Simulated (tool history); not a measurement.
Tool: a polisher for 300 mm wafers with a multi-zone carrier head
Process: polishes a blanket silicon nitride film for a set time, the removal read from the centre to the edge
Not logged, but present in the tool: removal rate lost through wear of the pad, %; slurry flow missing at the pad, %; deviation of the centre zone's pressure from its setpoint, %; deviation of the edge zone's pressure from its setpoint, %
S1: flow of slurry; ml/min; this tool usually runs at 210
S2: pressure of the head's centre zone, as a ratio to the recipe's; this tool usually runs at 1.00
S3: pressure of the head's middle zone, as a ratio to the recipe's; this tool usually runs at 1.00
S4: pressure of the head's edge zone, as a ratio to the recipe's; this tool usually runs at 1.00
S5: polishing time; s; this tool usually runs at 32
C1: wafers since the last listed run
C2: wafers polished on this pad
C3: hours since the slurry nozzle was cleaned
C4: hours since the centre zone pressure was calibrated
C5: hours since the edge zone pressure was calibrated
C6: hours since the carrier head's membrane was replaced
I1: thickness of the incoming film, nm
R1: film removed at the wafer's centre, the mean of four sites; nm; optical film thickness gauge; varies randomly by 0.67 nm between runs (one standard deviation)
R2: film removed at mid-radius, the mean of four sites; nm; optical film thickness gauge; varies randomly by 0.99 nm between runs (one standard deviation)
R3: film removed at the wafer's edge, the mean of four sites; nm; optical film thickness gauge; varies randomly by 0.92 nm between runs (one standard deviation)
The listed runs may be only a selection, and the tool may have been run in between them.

run   hour   S1    S2    S3    S4  S5   C1   C2     C3     C4      C5     C6     I1    R1    R2    R3
  1    0.0  195  1.00  0.94  1.00  32    0  265  254.4  882.0  1288.3  625.3  456.1  56.8  54.7  57.0
  2   12.8  210  1.00  1.00  1.09  32  151  417  267.2  894.8  1301.1  638.1  447.1  57.6  57.9  58.0
  3   22.3  210  1.00  1.00  1.09  32  112  529  276.7  904.3  1310.6  647.6  458.8  56.8  56.4  57.9
      34.2  -- worn pad replaced by a new one, repeated, since the last time left the tool worse
      40.3  -- carrier head's membrane replaced by a new one
  4   40.8  210  0.91  1.00  1.00  32  112   19  295.2  922.8  1329.1    0.5  455.1  59.4  65.5  66.3
      45.8  -- centre zone pressure recalibrated
  5   46.3  210  0.91  1.00  1.00  32   41   60  300.7    0.5  1334.6    6.0  447.7  59.4  66.3  65.0
  6   60.4  210  0.91  1.00  1.00  32  167  227  314.8   14.6  1348.7   20.1  453.6  58.2  64.9  62.1
  7   76.1  210  0.93  1.00  0.95  32  186  413  330.5   30.3  1364.4   35.8  457.0  59.6  63.8  62.1
  8   85.7  210  1.00  0.91  1.00  23  113  527  340.1   39.9  1374.0   45.4  448.3  45.3  43.5  44.0
     109.6  -- edge zone pressure recalibrated
     122.5  -- worn pad replaced by a new one
  9  125.4  210  1.00  1.00  1.00  32  399   34  379.8   79.6    15.8   85.1  451.9  67.0  67.3  65.2
 10  137.3  210  1.06  1.00  1.00  32  140  175  391.7   91.5    27.7   97.0  450.5  69.3  65.8  64.7
 11  148.0  210  1.00  1.00  1.00  32  126  302  402.4  102.2    38.4  107.7  446.2  64.8  64.5  62.8
 12  164.3  210  1.00  1.00  1.00  32  193  495  418.7  118.5    54.7  124.0  442.4  64.6  64.7  61.8
 13  181.7  210  1.00  1.00  1.00  27  206  701  436.1  135.9    72.1  141.4  450.6  53.1  53.9  52.6
 14  194.3  210  1.00  0.88  1.00  38  149  850  448.7  148.5    84.7  154.0  450.9  76.3  67.5  74.7
     205.8  -- worn pad replaced by a new one
 15  206.3  210  1.00  1.00  1.00  28   94    6  460.7  160.5    96.7  166.0  445.1  59.3  58.1  57.7
     211.7  -- slurry nozzle cleaned
 16  240.5  210  1.00  1.10  1.00  32  393  399   28.8  194.7   130.9  200.2  451.8  64.7  67.3  63.2
 17  257.1  210  1.06  1.00  0.89  32  196  596   45.4  211.3   147.5  216.8  453.8  68.0  63.9  60.5
 18  267.5  210  0.97  1.00  1.00  32  123  719   55.8  221.7   157.9  227.2  441.3  61.2  64.7  62.1
 19  275.1  160  1.00  1.00  1.00  29   90  809   63.4  229.3   165.5  234.8  453.6  55.2  55.5  55.7
 20  287.9  210  1.00  0.91  1.00  32  151  961   76.2  242.1   178.3  247.6  445.1  64.1  59.7  63.1
     294.5  -- worn pad replaced by a new one
 21  298.9  210  1.00  1.00  1.00  32   82   51   87.2  253.1   189.3  258.6  450.5  65.2  66.1  64.0

What was the tool's hidden state at every run in the log?
slurry flow missing at the pad, %: 0 on each run
deviation of the centre zone's pressure from its setpoint, %: 0 on each run
deviation of the edge zone's pressure from its setpoint, %: 0 on each run
H1: removal rate lost through wear of the pad, %
run     H1
  1   13.7
  2   14.7
  3   15.2
  4    2.1
  5   3.01
  6   4.63
  7   5.66
  8   6.05
  9   1.17
 10   3.18
 11   4.36
 12   5.45
 13   6.07
 14   6.32
 15  0.164
 16   4.57
 17   5.35
 18   5.64
 19   5.79
 20   5.96
 21   2.06
